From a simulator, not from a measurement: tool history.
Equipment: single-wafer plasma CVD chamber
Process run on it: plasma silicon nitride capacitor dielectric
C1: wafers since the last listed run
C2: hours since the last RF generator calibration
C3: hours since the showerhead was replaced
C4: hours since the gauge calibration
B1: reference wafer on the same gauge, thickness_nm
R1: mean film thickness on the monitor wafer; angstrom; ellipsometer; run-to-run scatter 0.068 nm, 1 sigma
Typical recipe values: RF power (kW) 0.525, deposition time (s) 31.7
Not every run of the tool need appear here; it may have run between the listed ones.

run 1 day=0.000 | RF_power_(kW)=0.525 deposition_time_(s)=31.7 | C1=0 C2=1293.3 C3=7465.9 C4=84.8 | B1=53.366 | R1=455.81
run 2 day=0.383 | RF_power_(kW)=0.525 deposition_time_(s)=36.0 | C1=230 C2=1302.5 C3=7475.1 C4=94.0 | B1=53.367 | R1=516.34
run 3 day=0.708 | RF_power_(kW)=0.525 deposition_time_(s)=36.0 | C1=195 C2=1310.3 C3=7482.9 C4=101.8 | B1=53.393 | R1=515.80
run 4 day=1.283 | RF_power_(kW)=0.525 deposition_time_(s)=31.7 | C1=345 C2=1324.1 C3=7496.7 C4=115.6 | B1=53.443 | R1=455.37
-- day=2.883 gauge calibrated
run 5 day=2.962 | RF_power_(kW)=0.525 deposition_time_(s)=34.4 | C1=1009 C2=1364.4 C3=7537.0 C4=1.9 | B1=53.255 | R1=491.43
-- day=3.329 showerhead replaced
run 6 day=3.383 | RF_power_(kW)=0.525 deposition_time_(s)=34.4 | C1=52 C2=1374.5 C3=1.3 C4=12.0 | B1=53.266 | R1=492.31
run 7 day=3.733 | RF_power_(kW)=0.525 deposition_time_(s)=34.4 | C1=210 C2=1382.9 C3=9.7 C4=20.4 | B1=53.240 | R1=491.18
run 8 day=4.479 | RF_power_(kW)=0.585 deposition_time_(s)=28.4 | C1=448 C2=1400.8 C3=27.6 C4=38.3 | B1=53.292 | R1=419.08
run 9 day=4.808 | RF_power_(kW)=0.585 deposition_time_(s)=28.4 | C1=197 C2=1408.7 C3=35.5 C4=46.2 | B1=53.280 | R1=418.42
run 10 day=5.212 | RF_power_(kW)=0.525 deposition_time_(s)=31.7 | C1=242 C2=1418.4 C3=45.2 C4=55.9 | B1=53.291 | R1=453.67
run 11 day=5.912 | RF_power_(kW)=0.490 deposition_time_(s)=27.2 | C1=420 C2=1435.2 C3=62.0 C4=72.7 | B1=53.313 | R1=382.09
run 12 day=6.338 | RF_power_(kW)=0.590 deposition_time_(s)=35.0 | C1=255 C2=1445.4 C3=72.2 C4=82.9 | B1=53.349 | R1=518.19
-- day=6.950 RF generator calibrated
run 13 day=6.971 | RF_power_(kW)=0.575 deposition_time_(s)=34.6 | C1=180 C2=0.5 C3=87.4 C4=98.1 | B1=53.386 | R1=507.13
run 14 day=7.546 | RF_power_(kW)=0.600 deposition_time_(s)=31.7 | C1=345 C2=14.3 C3=101.2 C4=111.9 | B1=53.472 | R1=470.98
run 15 day=8.108 | RF_power_(kW)=0.450 deposition_time_(s)=35.7 | C1=338 C2=27.8 C3=114.7 C4=125.4 | B1=53.479 | R1=493.83
run 16 day=8.746 | RF_power_(kW)=0.555 deposition_time_(s)=28.4 | C1=383 C2=43.1 C3=130.0 C4=140.7 | B1=53.571 | R1=413.77
run 17 day=9.138 | RF_power_(kW)=0.575 deposition_time_(s)=34.6 | C1=235 C2=52.5 C3=139.4 C4=150.1 | B1=53.578 | R1=510.84
run 18 day=9.496 | RF_power_(kW)=0.525 deposition_time_(s)=31.7 | C1=215 C2=61.1 C3=148.0 C4=158.7 | B1=53.634 | R1=457.14

Consider 4 possible next runs. They are alternatives, not a sequence: every one starts from the tool as it was left by run 18. What does each give?
run A day=9.512 | RF_power_(kW)=0.525 deposition_time_(s)=31.7 | C1=10 C2=61.5 C3=148.4 C4=159.1 | B1=? | R1=?
run B day=9.512 | RF_power_(kW)=0.525 deposition_time_(s)=36.2 | C1=10 C2=61.5 C3=148.4 C4=159.1 | B1=? | R1=?
run C day=9.512 | RF_power_(kW)=0.495 deposition_time_(s)=36.3 | C1=10 C2=61.5 C3=148.4 C4=159.1 | B1=? | R1=?
run D day=9.512 | RF_power_(kW)=0.450 deposition_time_(s)=33.4 | C1=10 C2=61.5 C3=148.4 C4=159.1 | B1=? | R1=?

run=A B1=53.631 R1=456.07
run=B B1=53.631 R1=520.82
run=C B1=53.631 R1=514.08
run=D B1=53.631 R1=461.18
Take away the tool's hidden state, keep each run's random variation, and the runs would have read:
run=A R1=452.40
run=B R1=516.62
run=C R1=509.94
run=D R1=457.46

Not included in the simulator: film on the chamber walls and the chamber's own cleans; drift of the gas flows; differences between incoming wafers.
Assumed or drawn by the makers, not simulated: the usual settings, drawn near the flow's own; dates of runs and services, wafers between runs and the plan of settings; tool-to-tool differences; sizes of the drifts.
